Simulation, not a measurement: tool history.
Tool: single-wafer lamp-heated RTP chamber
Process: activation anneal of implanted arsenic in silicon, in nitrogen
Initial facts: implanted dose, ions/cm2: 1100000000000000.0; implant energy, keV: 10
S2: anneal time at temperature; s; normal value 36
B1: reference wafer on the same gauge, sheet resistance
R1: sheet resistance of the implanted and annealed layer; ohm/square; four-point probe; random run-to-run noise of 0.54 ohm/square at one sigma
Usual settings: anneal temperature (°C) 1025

{"run": 1, "hour": 0.0, "anneal temperature (°C)": 1025, "S2": 21, "B1": 108.04, "R1": 137.73}
{"run": 2, "hour": 8.7, "anneal temperature (°C)": 1025, "S2": 21, "B1": 107.99, "R1": 136.68}
{"run": 3, "hour": 22.2, "anneal temperature (°C)": 1025, "S2": 21, "B1": 107.94, "R1": 136.03}
{"run": 4, "hour": 38.4, "anneal temperature (°C)": 1025, "S2": 36, "B1": 108.11, "R1": 124.58}
{"run": 5, "hour": 56.3, "anneal temperature (°C)": 1025, "S2": 36, "B1": 108.11, "R1": 124.65}
{"run": 6, "hour": 73.9, "anneal temperature (°C)": 1025, "S2": 36, "B1": 108.02, "R1": 124.46}
{"run": 7, "hour": 80.1, "anneal temperature (°C)": 1025, "S2": 36, "B1": 107.99, "R1": 124.33}
{"run": 8, "hour": 90.3, "anneal temperature (°C)": 1025, "S2": 36, "B1": 107.95, "R1": 124.15}
{"run": 9, "hour": 98.2, "anneal temperature (°C)": 1025, "S2": 36, "B1": 108.08, "R1": 124.47}
{"run": 10, "hour": 109.1, "anneal temperature (°C)": 1025, "S2": 36, "B1": 108.06, "R1": 123.64}
{"hour": 127.4, "done": "pyrometer window cleaned and pyrometer calibrated"}
{"run": 11, "hour": 127.9, "anneal temperature (°C)": 1025, "S2": 36, "B1": 108.03, "R1": 124.03}
{"run": 12, "hour": 135.9, "anneal temperature (°C)": 1025, "S2": 36, "B1": 107.97, "R1": 124.13}
{"hour": 136.3, "done": "gauge calibrated"}
{"run": 13, "hour": 144.1, "anneal temperature (°C)": 1046, "S2": 42, "B1": 108.05, "R1": 115.02}
{"run": 14, "hour": 155.5, "anneal temperature (°C)": 1046, "S2": 18, "B1": 107.81, "R1": 127.28}
{"run": 15, "hour": 163.9, "anneal temperature (°C)": 1025, "S2": 46, "B1": 107.75, "R1": 119.58}
{"run": 16, "hour": 176.9, "anneal temperature (°C)": 1025, "S2": 36, "B1": 108.06, "R1": 123.21}
{"hour": 195.7, "done": "reflector plate cleaned"}
{"run": 17, "hour": 196.2, "anneal temperature (°C)": 1002, "S2": 47, "B1": 107.97, "R1": 133.15}
{"run": 18, "hour": 201.5, "anneal temperature (°C)": 1010, "S2": 50, "B1": 108.16, "R1": 126.44}
{"run": 19, "hour": 210.8, "anneal temperature (°C)": 1010, "S2": 50, "B1": 107.96, "R1": 126.56}
{"run": 20, "hour": 220.4, "anneal temperature (°C)": 1005, "S2": 22, "B1": 108.0, "R1": 151.79}
{"run": 21, "hour": 231.2, "anneal temperature (°C)": 1025, "S2": 36, "B1": 107.75, "R1": 126.09}
{"run": 22, "hour": 249.0, "anneal temperature (°C)": 996, "S2": 22, "B1": 108.04, "R1": 158.62}
{"run": 23, "hour": 264.1, "anneal temperature (°C)": 1025, "S2": 20, "B1": 107.89, "R1": 138.43}
{"run": 24, "hour": 273.6, "anneal temperature (°C)": 1025, "S2": 36, "B1": 107.97, "R1": 125.22}

Some steps in R1, run to run, broken into two amounts with sign: the step expected even without the hidden condition (settings, incoming material, random variation), and the rest, left for the hidden condition together with whatever gauge scatter is not in both the measured and the hidden-condition-free result:
What the log doesn't record here: true wafer temperature minus pyrometer reading, K; wafer temperature error from the tarnished reflector plate, K; gauge reads high (%).
Run 13 -> 14: S2 42 -> 18. R1 +12.26 ohm/square: hidden state -1.13, all else +13.39.
Run 16 -> 17: anneal temperature (°C) 1025 -> 1002, S2 36 -> 47, reflector plate cleaned. R1 +9.94 ohm/square: hidden state +2.69, all else +7.25.
Run 20 -> 21: anneal temperature (°C) 1005 -> 1025, S2 22 -> 36. R1 -25.70 ohm/square: hidden state +0.13, all else -25.83.
Run 21 -> 22: anneal temperature (°C) 1025 -> 996, S2 36 -> 22. R1 +32.53 ohm/square: hidden state -0.71, all else +33.24.

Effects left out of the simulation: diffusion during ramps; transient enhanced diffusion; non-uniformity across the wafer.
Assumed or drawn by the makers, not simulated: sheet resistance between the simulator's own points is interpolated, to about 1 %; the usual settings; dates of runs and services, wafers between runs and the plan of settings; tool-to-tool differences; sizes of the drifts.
